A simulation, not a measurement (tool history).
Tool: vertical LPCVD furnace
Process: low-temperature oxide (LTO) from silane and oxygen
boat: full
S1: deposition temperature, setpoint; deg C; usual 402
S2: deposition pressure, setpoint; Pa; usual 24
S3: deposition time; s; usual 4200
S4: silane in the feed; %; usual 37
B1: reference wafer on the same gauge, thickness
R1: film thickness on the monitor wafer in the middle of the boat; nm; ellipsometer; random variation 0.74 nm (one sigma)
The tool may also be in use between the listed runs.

run	day	S1	S2	S3	S4	B1	R1
1	0	402	24	4200	33	501.75	449.02
2	0.667	402	24	4200	33	502.06	450.03
3	0.992	402	24	4200	33	501.83	448.71
4	1.779	402	24	4200	41	502	585.62
5	2.229	402	24	4200	41	502.11	584.77
6	2.675	402	24	4200	37	502.09	519.82
# day 4.1: pressure gauge zeroed
7	4.121	402	24	4200	37	502.12	520.14
8	4.312	402	24	4200	37	502.2	518.51
9	4.508	402	24	4200	37	501.87	520.38
10	4.7	402	24	4200	37	502.03	519.57
# day 4.862: gauge calibrated
11	5.121	402	24	4200	37	502.01	521.79
12	5.771	402	24	4200	37	502.17	519.99
13	6.371	402	27.3	4200	37	501.94	592.78
14	6.883	402	24	4200	37	501.87	521.33
15	7.362	398	28.7	4200	31	502.28	473.81
# day 8.479: thermocouples replaced and temperature profile calibrated
# day 8.875: silane flow controller replaced
16	8.896	402	24	4200	37	501.75	489.27
17	9.092	412	21.3	4200	43	501.89	579.75
18	9.283	402	28.7	4200	37	501.86	584.19
19	9.475	402	20	4200	34	501.69	366.01
20	9.967	402	24	3570	37	502.1	416.23
21	10.408	402	24	4200	37	501.98	488.6
22	10.862	405	24	4200	42	502.26	589.93
23	11.596	402	21.3	4200	30	501.97	326.83
24	12.071	392	24	4200	37	502.21	436.61
25	12.838	402	24	4200	37	501.81	488.47
26	13.233	402	24	4200	37	501.77	490.78

Hidden state or all else? Some run-to-run changes of R1, split into what the settings, what came in and random variation would give without the hidden state, and what is left for the hidden state (with any gauge scatter that isn't in both results):
The hidden state here: true tube temperature minus thermocouple reading, K; true pressure minus gauge reading, mTorr; deviation of the silane flow from its setpoint, %; gauge reads high (%).
Run 12 -> 13: S2 24 -> 27.3. R1 +72.79 nm: hidden state +4.01, all else +68.78.
Run 15 -> 16: S1 398 -> 402, S2 28.7 -> 24, S4 31 -> 37, thermocouples replaced and temperature profile calibrated, silane flow controller replaced. R1 +15.46 nm: hidden state -35.74, all else +51.2.
Run 18 -> 19: S2 28.7 -> 20, S4 37 -> 34. R1 -218.18 nm: hidden state +1.75, all else -219.93.
Run 22 -> 23: S1 405 -> 402, S2 24 -> 21.3, S4 42 -> 30. R1 -263.1 nm: hidden state +0.59, all else -263.69.
